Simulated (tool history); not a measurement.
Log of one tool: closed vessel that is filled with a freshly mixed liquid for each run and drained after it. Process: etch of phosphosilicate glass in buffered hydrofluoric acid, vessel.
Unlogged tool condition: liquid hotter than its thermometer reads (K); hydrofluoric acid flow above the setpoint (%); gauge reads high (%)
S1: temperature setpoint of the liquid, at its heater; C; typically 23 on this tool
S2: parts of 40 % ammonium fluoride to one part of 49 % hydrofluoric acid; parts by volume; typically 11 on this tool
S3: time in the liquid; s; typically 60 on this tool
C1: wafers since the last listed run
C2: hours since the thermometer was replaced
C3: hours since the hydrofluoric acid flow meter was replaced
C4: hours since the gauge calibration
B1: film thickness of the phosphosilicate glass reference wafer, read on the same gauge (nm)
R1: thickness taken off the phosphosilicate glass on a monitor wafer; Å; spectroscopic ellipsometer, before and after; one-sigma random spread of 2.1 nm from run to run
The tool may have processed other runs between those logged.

run	day	S1	S2	S3	C1	C2	C3	C4	B1	R1
1	0	23	11	35	0	1564.4	1010.1	201.2	70.02	2016.8
2	0.8	25	11	60	2476	1583.6	1029.3	220.4	69.98	3893.4
3	1.721	25	11	60	2850	1605.7	1051.4	242.5	70	3894.6
4	2.325	25	11	60	1869	1620.2	1065.9	257	70.01	3905
5	3.025	23	9	60	2166	1637	1082.7	273.8	70.02	4042.2
6	6.488	23	9	60	10716	1720.1	1165.8	356.9	70	4152.8
7	7.517	23	9	60	3185	1744.8	1190.5	381.6	69.99	4145.1
8	8.208	23	11	85	2140	1761.4	1207.1	398.2	70.01	4945.8
9	8.883	23	11	50	2089	1777.6	1223.3	414.4	69.98	2977.2
10	9.462	23	11	50	1792	1791.5	1237.2	428.3	69.98	2960.1
# day 9.954: thermometer replaced
# day 10.446: hydrofluoric acid flow meter replaced
11	10.804	23	11	60	3894	20.4	8.6	460.5	70.01	3207.1
12	12.142	23	11	60	4139	52.5	40.7	492.6	70.01	3221.9
13	12.817	23	9	60	2089	68.7	56.9	508.8	70.03	3758.4
14	14.129	23	11	90	4062	100.2	88.4	540.3	70.01	4820
15	15.025	18	8	40	2772	121.7	109.9	561.8	70.04	2184.4
16	15.888	23	12.5	60	2669	142.4	130.6	582.5	70.02	2848.8
17	16.412	20.5	11	60	1624	155	143.2	595.1	70	2813.3
18	16.988	26	11	50	1779	168.8	157	608.9	70.01	3178.8
19	18.121	23	14.5	60	3507	196	184.2	636.1	70.03	2472.4
20	19.367	23	15	60	3855	225.9	214.1	666	70	2420
# day 20.542: gauge calibrated
21	20.562	19	14	60	3701	254.6	242.8	0.5	70.07	2061.5
22	24.125	23	11	50	11026	340.1	328.3	86	70.03	2722.1
23	25.262	23	11	75	3520	367.4	355.6	113.3	69.98	4080.3
24	26.746	25.5	15	45	4590	403	391.2	148.9	69.99	2082.5
25	27.35	25.5	6.5	40	1869	417.5	405.7	163.4	69.98	4069.1

What differs in the tool's unlogged condition from the final listed run ahead of each entry between runs to the first listed run following it?
Runs 10 to 11: thermometer replaced (day 9.954); hydrofluoric acid flow meter replaced (day 10.446)
  liquid hotter than its thermometer reads (K): 2.58 -> 0.659
  measured result minus the result with no hidden state, R1: +387.9 -> +113.9 Å
Runs 20 to 21: gauge calibrated (day 20.542)
  liquid hotter than its thermometer reads (K): 0.939 -> 0.978
  measured result minus the result with no hidden state, R1: +121.6 -> +110.6 Å
